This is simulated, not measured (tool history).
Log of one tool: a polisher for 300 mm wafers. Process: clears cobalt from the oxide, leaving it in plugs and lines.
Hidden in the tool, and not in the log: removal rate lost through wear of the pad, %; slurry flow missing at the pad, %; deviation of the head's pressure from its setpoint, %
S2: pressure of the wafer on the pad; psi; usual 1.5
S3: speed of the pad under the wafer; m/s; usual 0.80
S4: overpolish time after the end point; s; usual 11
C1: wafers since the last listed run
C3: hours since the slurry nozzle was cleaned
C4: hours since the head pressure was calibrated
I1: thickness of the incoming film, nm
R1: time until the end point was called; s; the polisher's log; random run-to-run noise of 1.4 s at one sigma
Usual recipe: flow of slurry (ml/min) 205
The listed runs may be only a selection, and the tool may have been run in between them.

run 1 day=0.000 | flow_of_slurry_(ml/min)=205 S2=1.5 S3=0.80 S4=11 | C1=0 wafers_polished_on_this_pad=128 C3=499.7 C4=319.3 | I1=220.0 | R1=74.1
run 2 day=1.133 | flow_of_slurry_(ml/min)=165 S2=1.5 S3=0.80 S4=12 | C1=199 wafers_polished_on_this_pad=328 C3=526.9 C4=346.5 | I1=216.5 | R1=76.1
run 3 day=2.217 | flow_of_slurry_(ml/min)=165 S2=1.5 S3=0.80 S4=12 | C1=191 wafers_polished_on_this_pad=519 C3=552.9 C4=372.5 | I1=218.5 | R1=77.8
run 4 day=2.733 | flow_of_slurry_(ml/min)=165 S2=1.5 S3=0.80 S4=12 | C1=91 wafers_polished_on_this_pad=610 C3=565.3 C4=384.9 | I1=221.4 | R1=79.2
run 5 day=3.775 | flow_of_slurry_(ml/min)=255 S2=1.5 S3=0.80 S4=11 | C1=183 wafers_polished_on_this_pad=794 C3=590.3 C4=409.9 | I1=220.9 | R1=74.4
run 6 day=5.138 | flow_of_slurry_(ml/min)=255 S2=1.5 S3=0.80 S4=11 | C1=240 wafers_polished_on_this_pad=1034 C3=623.0 C4=442.6 | I1=218.1 | R1=72.8
run 7 day=5.842 | flow_of_slurry_(ml/min)=205 S2=1.5 S3=0.80 S4=11 | C1=124 wafers_polished_on_this_pad=1158 C3=639.9 C4=459.5 | I1=220.2 | R1=76.9
-- day=6.554 worn pad replaced by a new one
run 8 day=7.217 | flow_of_slurry_(ml/min)=205 S2=1.5 S3=0.80 S4=11 | C1=213 wafers_polished_on_this_pad=117 C3=672.9 C4=492.5 | I1=224.6 | R1=79.3
run 9 day=8.417 | flow_of_slurry_(ml/min)=205 S2=1.5 S3=0.80 S4=11 | C1=211 wafers_polished_on_this_pad=328 C3=701.7 C4=521.3 | I1=219.6 | R1=76.0
-- day=9.192 slurry nozzle cleaned
run 10 day=9.521 | flow_of_slurry_(ml/min)=205 S2=1.1 S3=0.80 S4=8 | C1=187 wafers_polished_on_this_pad=516 C3=7.9 C4=547.8 | I1=219.9 | R1=83.9
run 11 day=10.738 | flow_of_slurry_(ml/min)=205 S2=1.1 S3=0.80 S4=8 | C1=214 wafers_polished_on_this_pad=730 C3=37.1 C4=577.0 | I1=221.2 | R1=85.8
run 12 day=12.000 | flow_of_slurry_(ml/min)=205 S2=1.5 S3=0.80 S4=11 | C1=222 wafers_polished_on_this_pad=953 C3=67.4 C4=607.3 | I1=224.4 | R1=72.9
-- day=12.867 head pressure recalibrated
-- day=13.167 worn pad replaced by a new one
run 13 day=13.179 | flow_of_slurry_(ml/min)=205 S2=1.5 S3=0.80 S4=11 | C1=163 wafers_polished_on_this_pad=2 C3=95.7 C4=7.5 | I1=220.5 | R1=70.3
run 14 day=13.779 | flow_of_slurry_(ml/min)=205 S2=1.5 S3=0.80 S4=11 | C1=105 wafers_polished_on_this_pad=108 C3=110.1 C4=21.9 | I1=220.9 | R1=72.2
run 15 day=14.392 | flow_of_slurry_(ml/min)=165 S2=1.5 S3=0.80 S4=8 | C1=108 wafers_polished_on_this_pad=216 C3=124.8 C4=36.6 | I1=218.7 | R1=72.7
run 16 day=15.646 | flow_of_slurry_(ml/min)=185 S2=1.5 S3=0.80 S4=11 | C1=221 wafers_polished_on_this_pad=437 C3=154.9 C4=66.7 | I1=217.1 | R1=71.4
run 17 day=16.533 | flow_of_slurry_(ml/min)=205 S2=1.5 S3=0.54 S4=11 | C1=156 wafers_polished_on_this_pad=594 C3=176.2 C4=88.0 | I1=219.2 | R1=94.6
run 18 day=17.892 | flow_of_slurry_(ml/min)=140 S2=1.5 S3=0.58 S4=14 | C1=239 wafers_polished_on_this_pad=833 C3=208.8 C4=120.6 | I1=220.1 | R1=96.4
run 19 day=19.200 | flow_of_slurry_(ml/min)=205 S2=1.4 S3=0.80 S4=11 | C1=230 wafers_polished_on_this_pad=1064 C3=240.2 C4=152.0 | I1=219.5 | R1=75.3
run 20 day=19.938 | flow_of_slurry_(ml/min)=165 S2=1.5 S3=0.80 S4=8 | C1=130 wafers_polished_on_this_pad=1194 C3=257.9 C4=169.7 | I1=215.8 | R1=74.9
-- day=20.775 worn pad replaced by a new one
run 21 day=20.796 | flow_of_slurry_(ml/min)=175 S2=1.3 S3=0.80 S4=18 | C1=122 wafers_polished_on_this_pad=3 C3=278.5 C4=190.3 | I1=221.8 | R1=82.8
run 22 day=21.562 | flow_of_slurry_(ml/min)=205 S2=1.5 S3=0.58 S4=11 | C1=135 wafers_polished_on_this_pad=138 C3=296.9 C4=208.7 | I1=216.4 | R1=91.9
run 23 day=22.846 | flow_of_slurry_(ml/min)=205 S2=1.5 S3=0.80 S4=11 | C1=226 wafers_polished_on_this_pad=365 C3=327.7 C4=239.5 | I1=222.6 | R1=72.9
run 24 day=23.604 | flow_of_slurry_(ml/min)=255 S2=1.5 S3=0.80 S4=11 | C1=133 wafers_polished_on_this_pad=499 C3=345.9 C4=257.7 | I1=221.9 | R1=72.3
run 25 day=24.862 | flow_of_slurry_(ml/min)=205 S2=1.5 S3=0.80 S4=11 | C1=221 wafers_polished_on_this_pad=721 C3=376.1 C4=287.9 | I1=221.0 | R1=71.9
run 26 day=26.175 | flow_of_slurry_(ml/min)=205 S2=1.9 S3=0.80 S4=11 | C1=231 wafers_polished_on_this_pad=952 C3=407.6 C4=319.4 | I1=220.1 | R1=61.6
-- day=27.208 worn pad replaced by a new one
run 27 day=27.433 | flow_of_slurry_(ml/min)=205 S2=1.0 S3=0.96 S4=11 | C1=192 wafers_polished_on_this_pad=39 C3=437.8 C4=349.6 | I1=223.4 | R1=83.0
run 28 day=28.717 | flow_of_slurry_(ml/min)=205 S2=1.5 S3=0.96 S4=15 | C1=226 wafers_polished_on_this_pad=265 C3=468.6 C4=380.4 | I1=221.6 | R1=63.1
run 29 day=29.646 | flow_of_slurry_(ml/min)=205 S2=1.5 S3=0.80 S4=11 | C1=163 wafers_polished_on_this_pad=429 C3=490.9 C4=402.7 | I1=216.9 | R1=73.3

Here are 5 independent what-if runs from the current tool condition. What would each one return?
run A day=29.662 | flow_of_slurry_(ml/min)=205 S2=1.5 S3=0.80 S4=11 | C1=2 wafers_polished_on_this_pad=432 C3=491.3 C4=403.1 | I1=217.9 | R1=?
run B day=29.662 | flow_of_slurry_(ml/min)=250 S2=1.7 S3=0.94 S4=14 | C1=2 wafers_polished_on_this_pad=432 C3=491.3 C4=403.1 | I1=217.9 | R1=?
run C day=29.662 | flow_of_slurry_(ml/min)=205 S2=1.2 S3=0.80 S4=11 | C1=2 wafers_polished_on_this_pad=432 C3=491.3 C4=403.1 | I1=217.9 | R1=?
run D day=29.662 | flow_of_slurry_(ml/min)=170 S2=1.5 S3=0.94 S4=11 | C1=2 wafers_polished_on_this_pad=432 C3=491.3 C4=403.1 | I1=217.9 | R1=?
run E day=29.662 | flow_of_slurry_(ml/min)=225 S2=1.8 S3=0.68 S4=11 | C1=2 wafers_polished_on_this_pad=432 C3=491.3 C4=403.1 | I1=217.9 | R1=?

run=A R1=74.3
run=B R1=58.9
run=C R1=84.6
run=D R1=67.2
run=E R1=74.0
With no hidden state in the tool, these same runs would have given:
run=A R1=71.2
run=B R1=56.8
run=C R1=81.1
run=D R1=64.0
run=E R1=71.1
